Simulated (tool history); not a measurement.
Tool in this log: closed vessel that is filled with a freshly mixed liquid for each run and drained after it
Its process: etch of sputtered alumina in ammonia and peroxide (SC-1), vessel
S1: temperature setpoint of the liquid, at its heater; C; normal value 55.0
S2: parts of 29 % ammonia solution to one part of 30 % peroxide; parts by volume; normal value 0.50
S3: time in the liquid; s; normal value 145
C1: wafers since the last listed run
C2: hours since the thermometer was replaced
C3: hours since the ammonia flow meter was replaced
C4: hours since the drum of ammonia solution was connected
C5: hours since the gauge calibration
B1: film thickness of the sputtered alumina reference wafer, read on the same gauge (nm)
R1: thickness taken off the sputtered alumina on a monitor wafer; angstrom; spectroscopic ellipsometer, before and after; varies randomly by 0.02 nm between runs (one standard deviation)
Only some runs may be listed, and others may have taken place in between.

run 1 hour=0.0 | S1=55.0 S2=0.65 S3=145 | C1=0 C2=758.1 C3=759.8 C4=204.3 C5=566.0 | B1=110.01 | R1=64.3
-- hour=48.4 ammonia flow meter replaced
run 2 hour=66.3 | S1=55.0 S2=0.50 S3=145 | C1=5119 C2=824.4 C3=17.9 C4=270.6 C5=632.3 | B1=110.00 | R1=62.5
run 3 hour=144.1 | S1=55.0 S2=0.50 S3=145 | C1=6099 C2=902.2 C3=95.7 C4=348.4 C5=710.1 | B1=109.97 | R1=62.0
-- hour=181.3 new drum of ammonia solution connected
run 4 hour=251.8 | S1=55.0 S2=0.50 S3=145 | C1=8365 C2=1009.9 C3=203.4 C4=70.5 C5=817.8 | B1=110.05 | R1=62.6
run 5 hour=336.8 | S1=55.0 S2=0.50 S3=145 | C1=6664 C2=1094.9 C3=288.4 C4=155.5 C5=902.8 | B1=110.04 | R1=62.6
run 6 hour=437.7 | S1=55.0 S2=0.50 S3=145 | C1=7910 C2=1195.8 C3=389.3 C4=256.4 C5=1003.7 | B1=109.99 | R1=62.0
run 7 hour=519.3 | S1=55.0 S2=0.50 S3=145 | C1=6397 C2=1277.4 C3=470.9 C4=338.0 C5=1085.3 | B1=109.99 | R1=62.0
-- hour=538.9 new drum of ammonia solution connected
run 8 hour=621.0 | S1=55.0 S2=0.50 S3=145 | C1=7895 C2=1379.1 C3=572.6 C4=82.1 C5=1187.0 | B1=110.02 | R1=62.6
run 9 hour=697.6 | S1=55.0 S2=0.50 S3=145 | C1=6005 C2=1455.7 C3=649.2 C4=158.7 C5=1263.6 | B1=110.04 | R1=62.0
-- hour=727.7 ammonia flow meter replaced
run 10 hour=789.1 | S1=48.0 S2=0.50 S3=145 | C1=7095 C2=1547.2 C3=61.4 C4=250.2 C5=1355.1 | B1=110.03 | R1=42.2
run 11 hour=846.4 | S1=48.0 S2=0.50 S3=145 | C1=4492 C2=1604.5 C3=118.7 C4=307.5 C5=1412.4 | B1=110.00 | R1=41.9
run 12 hour=923.7 | S1=55.0 S2=0.50 S3=225 | C1=6060 C2=1681.8 C3=196.0 C4=384.8 C5=1489.7 | B1=109.96 | R1=95.5
-- hour=971.4 new drum of ammonia solution connected
run 13 hour=1004.5 | S1=64.5 S2=0.55 S3=205 | C1=6256 C2=1762.6 C3=276.8 C4=33.1 C5=1570.5 | B1=110.01 | R1=144.8
run 14 hour=1287.7 | S1=55.0 S2=0.25 S3=220 | C1=22203 C2=2045.8 C3=560.0 C4=316.3 C5=1853.7 | B1=110.06 | R1=87.4
-- hour=1369.0 new drum of ammonia solution connected
run 15 hour=1386.6 | S1=55.0 S2=0.50 S3=145 | C1=7675 C2=2144.7 C3=658.9 C4=17.6 C5=1952.6 | B1=109.98 | R1=62.1
-- hour=1394.6 ammonia flow meter replaced
-- hour=1475.5 gauge calibrated
run 16 hour=1480.8 | S1=55.0 S2=0.50 S3=120 | C1=7307 C2=2238.9 C3=86.2 C4=111.8 C5=5.3 | B1=110.02 | R1=51.3
run 17 hour=1533.6 | S1=55.0 S2=0.50 S3=145 | C1=4139 C2=2291.7 C3=139.0 C4=164.6 C5=58.1 | B1=109.97 | R1=61.6
-- hour=1584.0 thermometer replaced
run 18 hour=1633.7 | S1=55.0 S2=0.75 S3=145 | C1=7769 C2=49.7 C3=239.1 C4=264.7 C5=158.2 | B1=109.93 | R1=65.3
run 19 hour=1707.8 | S1=55.0 S2=0.50 S3=145 | C1=5809 C2=123.8 C3=313.2 C4=338.8 C5=232.3 | B1=110.01 | R1=62.8
run 20 hour=1748.5 | S1=55.0 S2=0.50 S3=145 | C1=3190 C2=164.5 C3=353.9 C4=379.5 C5=273.0 | B1=110.00 | R1=62.3
-- hour=1756.5 new drum of ammonia solution connected
run 21 hour=1817.8 | S1=52.0 S2=0.70 S3=145 | C1=5354 C2=233.8 C3=423.2 C4=61.3 C5=342.3 | B1=109.98 | R1=55.2
run 22 hour=1907.6 | S1=52.5 S2=0.40 S3=145 | C1=7040 C2=323.6 C3=513.0 C4=151.1 C5=432.1 | B1=110.05 | R1=54.0
run 23 hour=2000.7 | S1=61.0 S2=0.50 S3=145 | C1=7299 C2=416.7 C3=606.1 C4=244.2 C5=525.2 | B1=110.01 | R1=85.9

Consider 3 possible next runs. They are alternatives, not a sequence: every one starts from the tool as it was left by run 23. What does each give?
run A hour=2001.4 | S1=51.0 S2=0.50 S3=145 | C1=54 C2=417.4 C3=606.8 C4=244.9 C5=525.9 | B1=? | R1=?
run B hour=2001.4 | S1=60.5 S2=0.60 S3=145 | C1=54 C2=417.4 C3=606.8 C4=244.9 C5=525.9 | B1=? | R1=?
run C hour=2001.4 | S1=59.5 S2=0.50 S3=145 | C1=54 C2=417.4 C3=606.8 C4=244.9 C5=525.9 | B1=? | R1=?

run=A B1=109.99 R1=50.6
run=B B1=109.99 R1=85.2
run=C B1=109.99 R1=79.5
What these runs would have given with no unlogged condition in the tool:
run=A R1=51.4
run=B R1=86.5
run=C R1=80.7
